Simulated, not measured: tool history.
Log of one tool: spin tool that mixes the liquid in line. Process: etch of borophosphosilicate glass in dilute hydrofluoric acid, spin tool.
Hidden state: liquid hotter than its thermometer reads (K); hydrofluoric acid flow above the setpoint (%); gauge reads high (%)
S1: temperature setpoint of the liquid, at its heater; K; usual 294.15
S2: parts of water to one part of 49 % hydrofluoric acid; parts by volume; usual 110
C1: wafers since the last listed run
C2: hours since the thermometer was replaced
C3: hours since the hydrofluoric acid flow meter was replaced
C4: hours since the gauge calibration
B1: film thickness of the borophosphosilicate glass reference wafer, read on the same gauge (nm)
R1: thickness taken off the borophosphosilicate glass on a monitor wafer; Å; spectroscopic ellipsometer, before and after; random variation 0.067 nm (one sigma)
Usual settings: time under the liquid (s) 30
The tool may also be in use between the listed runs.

{"run": 1, "hour": 0.0, "S1": 293.15, "S2": 110, "time under the liquid (s)": 30, "C1": 0, "C2": 376.1, "C3": 722.7, "C4": 405.1, "B1": 110.02, "R1": 104.2}
{"run": 2, "hour": 36.7, "S1": 294.15, "S2": 110, "time under the liquid (s)": 30, "C1": 494, "C2": 412.8, "C3": 759.4, "C4": 441.8, "B1": 110.0, "R1": 108.4}
{"run": 3, "hour": 52.1, "S1": 294.15, "S2": 110, "time under the liquid (s)": 30, "C1": 207, "C2": 428.2, "C3": 774.8, "C4": 457.2, "B1": 110.0, "R1": 108.2}
{"run": 4, "hour": 72.8, "S1": 294.15, "S2": 110, "time under the liquid (s)": 30, "C1": 278, "C2": 448.9, "C3": 795.5, "C4": 477.9, "B1": 109.98, "R1": 108.8}
{"run": 5, "hour": 89.1, "S1": 291.15, "S2": 110, "time under the liquid (s)": 30, "C1": 219, "C2": 465.2, "C3": 811.8, "C4": 494.2, "B1": 110.03, "R1": 97.1}
{"run": 6, "hour": 110.9, "S1": 291.15, "S2": 110, "time under the liquid (s)": 30, "C1": 293, "C2": 487.0, "C3": 833.6, "C4": 516.0, "B1": 110.02, "R1": 95.8}
{"run": 7, "hour": 128.4, "S1": 291.15, "S2": 110, "time under the liquid (s)": 30, "C1": 235, "C2": 504.5, "C3": 851.1, "C4": 533.5, "B1": 110.02, "R1": 96.5}
{"run": 8, "hour": 201.4, "S1": 294.15, "S2": 110, "time under the liquid (s)": 30, "C1": 983, "C2": 577.5, "C3": 924.1, "C4": 606.5, "B1": 110.05, "R1": 108.4}
{"run": 9, "hour": 233.9, "S1": 296.65, "S2": 110, "time under the liquid (s)": 30, "C1": 437, "C2": 610.0, "C3": 956.6, "C4": 639.0, "B1": 109.98, "R1": 121.2}
{"run": 10, "hour": 247.1, "S1": 296.65, "S2": 110, "time under the liquid (s)": 30, "C1": 177, "C2": 623.2, "C3": 969.8, "C4": 652.2, "B1": 110.01, "R1": 120.6}
{"run": 11, "hour": 280.4, "S1": 296.65, "S2": 110, "time under the liquid (s)": 30, "C1": 448, "C2": 656.5, "C3": 1003.1, "C4": 685.5, "B1": 110.01, "R1": 121.8}
{"hour": 299.1, "done": "hydrofluoric acid flow meter replaced"}
{"run": 12, "hour": 307.2, "S1": 294.15, "S2": 125, "time under the liquid (s)": 30, "C1": 347, "C2": 683.3, "C3": 8.1, "C4": 712.3, "B1": 110.01, "R1": 89.0}
{"run": 13, "hour": 343.0, "S1": 294.15, "S2": 125, "time under the liquid (s)": 30, "C1": 482, "C2": 719.1, "C3": 43.9, "C4": 748.1, "B1": 110.02, "R1": 90.5}
{"run": 14, "hour": 371.5, "S1": 294.15, "S2": 70, "time under the liquid (s)": 30, "C1": 384, "C2": 747.6, "C3": 72.4, "C4": 776.6, "B1": 110.01, "R1": 170.6}
{"run": 15, "hour": 390.3, "S1": 294.15, "S2": 110, "time under the liquid (s)": 30, "C1": 253, "C2": 766.4, "C3": 91.2, "C4": 795.4, "B1": 110.05, "R1": 104.8}
{"run": 16, "hour": 419.8, "S1": 294.15, "S2": 110, "time under the liquid (s)": 30, "C1": 397, "C2": 795.9, "C3": 120.7, "C4": 824.9, "B1": 110.01, "R1": 105.0}
{"run": 17, "hour": 452.8, "S1": 294.15, "S2": 110, "time under the liquid (s)": 30, "C1": 444, "C2": 828.9, "C3": 153.7, "C4": 857.9, "B1": 110.05, "R1": 104.7}
{"run": 18, "hour": 464.9, "S1": 292.65, "S2": 110, "time under the liquid (s)": 30, "C1": 163, "C2": 841.0, "C3": 165.8, "C4": 870.0, "B1": 109.97, "R1": 97.4}
{"run": 19, "hour": 489.1, "S1": 296.15, "S2": 125, "time under the liquid (s)": 30, "C1": 326, "C2": 865.2, "C3": 190.0, "C4": 894.2, "B1": 110.04, "R1": 96.8}
{"run": 20, "hour": 519.8, "S1": 298.65, "S2": 110, "time under the liquid (s)": 30, "C1": 413, "C2": 895.9, "C3": 220.7, "C4": 924.9, "B1": 110.02, "R1": 125.1}
{"run": 21, "hour": 548.7, "S1": 294.15, "S2": 110, "time under the liquid (s)": 30, "C1": 389, "C2": 924.8, "C3": 249.6, "C4": 953.8, "B1": 110.04, "R1": 104.1}
{"run": 22, "hour": 564.5, "S1": 294.15, "S2": 110, "time under the liquid (s)": 30, "C1": 212, "C2": 940.6, "C3": 265.4, "C4": 969.6, "B1": 109.98, "R1": 106.2}
{"run": 23, "hour": 598.4, "S1": 294.15, "S2": 55, "time under the liquid (s)": 40, "C1": 456, "C2": 974.5, "C3": 299.3, "C4": 1003.5, "B1": 109.97, "R1": 298.4}
{"run": 24, "hour": 613.3, "S1": 294.15, "S2": 110, "time under the liquid (s)": 30, "C1": 200, "C2": 989.4, "C3": 314.2, "C4": 1018.4, "B1": 109.96, "R1": 105.3}
{"hour": 618.2, "done": "gauge calibrated"}
{"hour": 625.9, "done": "thermometer replaced"}
{"run": 25, "hour": 635.4, "S1": 294.15, "S2": 130, "time under the liquid (s)": 30, "C1": 284, "C2": 9.5, "C3": 336.3, "C4": 17.2, "B1": 110.04, "R1": 88.0}
{"run": 26, "hour": 650.8, "S1": 294.15, "S2": 110, "time under the liquid (s)": 40, "C1": 207, "C2": 24.9, "C3": 351.7, "C4": 32.6, "B1": 110.03, "R1": 140.7}
{"run": 27, "hour": 668.2, "S1": 294.15, "S2": 75, "time under the liquid (s)": 30, "C1": 234, "C2": 42.3, "C3": 369.1, "C4": 50.0, "B1": 109.96, "R1": 161.3}
{"run": 28, "hour": 686.4, "S1": 296.15, "S2": 140, "time under the liquid (s)": 45, "C1": 245, "C2": 60.5, "C3": 387.3, "C4": 68.2, "B1": 110.01, "R1": 129.7}
{"run": 29, "hour": 707.9, "S1": 294.15, "S2": 110, "time under the liquid (s)": 30, "C1": 289, "C2": 82.0, "C3": 408.8, "C4": 89.7, "B1": 109.97, "R1": 104.8}
{"run": 30, "hour": 725.4, "S1": 294.15, "S2": 145, "time under the liquid (s)": 30, "C1": 235, "C2": 99.5, "C3": 426.3, "C4": 107.2, "B1": 110.01, "R1": 77.3}
{"run": 31, "hour": 737.6, "S1": 294.15, "S2": 95, "time under the liquid (s)": 25, "C1": 164, "C2": 111.7, "C3": 438.5, "C4": 119.4, "B1": 109.99, "R1": 103.2}
{"run": 32, "hour": 829.0, "S1": 294.15, "S2": 110, "time under the liquid (s)": 20, "C1": 1231, "C2": 203.1, "C3": 529.9, "C4": 210.8, "B1": 110.02, "R1": 70.2}
{"run": 33, "hour": 845.7, "S1": 298.65, "S2": 70, "time under the liquid (s)": 30, "C1": 225, "C2": 219.8, "C3": 546.6, "C4": 227.5, "B1": 110.0, "R1": 208.0}

Measured less the same run without the tool's hidden state. The same run-to-run variation is in both; the gauge's scatter may not be:
run=1 R1=+4.8
run=2 R1=+5.2
run=3 R1=+5.3
run=4 R1=+5.4
run=5 R1=+4.9
run=6 R1=+4.9
run=7 R1=+5.0
run=8 R1=+6.0
run=9 R1=+7.0
run=10 R1=+7.0
run=11 R1=+7.3
run=12 R1=+0.1
run=13 R1=+0.3
run=14 R1=+0.8
run=15 R1=+0.6
run=16 R1=+0.8
run=17 R1=+0.9
run=18 R1=+1.0
run=19 R1=+1.1
run=20 R1=+1.6
run=21 R1=+1.5
run=22 R1=+1.6
run=23 R1=+4.8
run=24 R1=+1.9
run=25 R1=+1.7
run=26 R1=+2.7
run=27 R1=+3.3
run=28 R1=+2.9
run=29 R1=+2.4
run=30 R1=+1.9
run=31 R1=+2.4
run=32 R1=+2.1
run=33 R1=+6.0

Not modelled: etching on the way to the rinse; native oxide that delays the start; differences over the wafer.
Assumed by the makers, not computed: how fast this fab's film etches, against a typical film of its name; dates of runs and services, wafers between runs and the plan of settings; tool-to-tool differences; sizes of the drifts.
